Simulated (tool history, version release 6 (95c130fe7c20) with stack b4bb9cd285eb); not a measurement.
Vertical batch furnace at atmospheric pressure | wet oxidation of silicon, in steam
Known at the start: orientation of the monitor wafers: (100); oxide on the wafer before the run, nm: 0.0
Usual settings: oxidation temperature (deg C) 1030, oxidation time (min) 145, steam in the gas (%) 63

| run | day | oxidation temperature (deg C) | oxidation time (min) | steam in the gas (%) | wafers since the last listed run | hours since the last temperature calibration | hours since the steam generator was serviced | hours since the gauge calibration | read-back reference wafer on the same gauge, thickness | oxide thickness on the monitor wafer (angstrom) |
|---|---|---|---|---|---|---|---|---|---|---|
| 1 | 0 | 1030 | 145 | 63 | 0 | 2080.9 | 1192.6 | 155.2 | 693.07 | 6137.6 |
| 2 | 0.467 | 1022 | 175.5 | 63 | 119 | 2092.1 | 1203.8 | 166.4 | 692.67 | 6605.7 |
| 3 | 1.317 | 1022 | 175.5 | 63 | 217 | 2112.5 | 1224.2 | 186.8 | 692.34 | 6650.8 |
| 4 | 2.017 | 1022 | 175.5 | 63 | 179 | 2129.3 | 1241 | 203.6 | 693.08 | 6600.8 |
| 5 | 3.067 | 1030 | 145 | 58 | 268 | 2154.5 | 1266.2 | 228.8 | 693.33 | 5818.5 |
| 6 | 3.538 | 1030 | 145 | 58 | 120 | 2165.8 | 1277.5 | 240.1 | 692.7 | 5807.9 |
| 7 | 4.088 | 1023 | 166 | 63 | 140 | 2179 | 1290.7 | 253.3 | 692.34 | 6391.1 |
| 8 | 4.992 | 1023 | 166 | 63 | 231 | 2200.7 | 1312.4 | 275 | 693.32 | 6410.2 |
| 9 | 5.454 | 1030 | 145 | 63 | 118 | 2211.8 | 1323.5 | 286.1 | 692.72 | 6122.3 |
| 10 | 5.908 | 1030 | 145 | 63 | 116 | 2222.7 | 1334.4 | 297 | 693.76 | 6128.8 |
| 11 | 6.9 | 1030 | 145 | 63 | 253 | 2246.5 | 1358.2 | 320.8 | 692.47 | 6097.6 |
| 12 | 7.988 | 1030 | 183 | 63 | 278 | 2272.6 | 1384.3 | 346.9 | 693.32 | 7017.1 |
| 13 | 8.808 | 1030 | 183 | 63 | 209 | 2292.3 | 1404 | 366.6 | 691.77 | 6945.7 |
|  | 10.262 | steam generator serviced |
| 14 | 10.283 | 1048 | 170.5 | 58 | 121 | 2327.7 | 0.5 | 402 | 692.86 | 7307.2 |
| 15 | 10.567 | 1030 | 145 | 63 | 72 | 2334.5 | 7.3 | 408.8 | 692.84 | 6343.9 |
|  | 11.771 | thermocouples replaced and temperature profile calibrated |
| 16 | 11.792 | 1017 | 145 | 57 | 57 | 0.5 | 36.7 | 438.2 | 692.65 | 5584.2 |
| 17 | 12.079 | 1030 | 145 | 53 | 73 | 7.4 | 43.6 | 445.1 | 693.43 | 5763.1 |
| 18 | 12.538 | 1044 | 145 | 63 | 117 | 18.4 | 54.6 | 456.1 | 693.55 | 6869.1 |
| 19 | 13.308 | 1030 | 145 | 69 | 197 | 36.9 | 73.1 | 474.6 | 691.85 | 6754.2 |
|  | 13.983 | gauge calibrated |
| 20 | 14.367 | 1030 | 145 | 63 | 270 | 62.3 | 98.5 | 9.2 | 692.68 | 6365.8 |
| 21 | 15.492 | 1030 | 197.5 | 63 | 287 | 89.3 | 125.5 | 36.2 | 693.04 | 7635.7 |
| 22 | 16.708 | 1018 | 145 | 52 | 311 | 118.5 | 154.7 | 65.4 | 692.27 | 5270.8 |
| 23 | 17.262 | 1051 | 92.5 | 63 | 141 | 131.8 | 168 | 78.7 | 693.53 | 5415.3 |
| 24 | 18.542 | 1030 | 145 | 73 | 327 | 162.5 | 198.7 | 109.4 | 693.04 | 7026.6 |
| 25 | 19.192 | 1030 | 145 | 63 | 166 | 178.1 | 214.3 | 125 | 692.82 | 6346.4 |
| 26 | 20.05 | 1030 | 97 | 71 | 219 | 198.7 | 234.9 | 145.6 | 692.79 | 5353.3 |

The tool's hidden state at each run:
true tube temperature minus thermocouple reading, K: 0 in every run
gauge reads high (%): 0 in every run
H1: steam share off its setpoint, % of the setpoint
| run | H1 |
|---|---|
| 1 | -6.88 |
| 2 | -7.01 |
| 3 | -7.23 |
| 4 | -7.42 |
| 5 | -7.7 |
| 6 | -7.83 |
| 7 | -7.98 |
| 8 | -8.24 |
| 9 | -8.37 |
| 10 | -8.5 |
| 11 | -8.79 |
| 12 | -9.12 |
| 13 | -9.36 |
| 14 | -1.33 |
| 15 | -1.33 |
| 16 | -1.33 |
| 17 | -1.34 |
| 18 | -1.34 |
| 19 | -1.35 |
| 20 | -1.37 |
| 21 | -1.4 |
| 22 | -1.44 |
| 23 | -1.46 |
| 24 | -1.51 |
| 25 | -1.54 |
| 26 | -1.58 |

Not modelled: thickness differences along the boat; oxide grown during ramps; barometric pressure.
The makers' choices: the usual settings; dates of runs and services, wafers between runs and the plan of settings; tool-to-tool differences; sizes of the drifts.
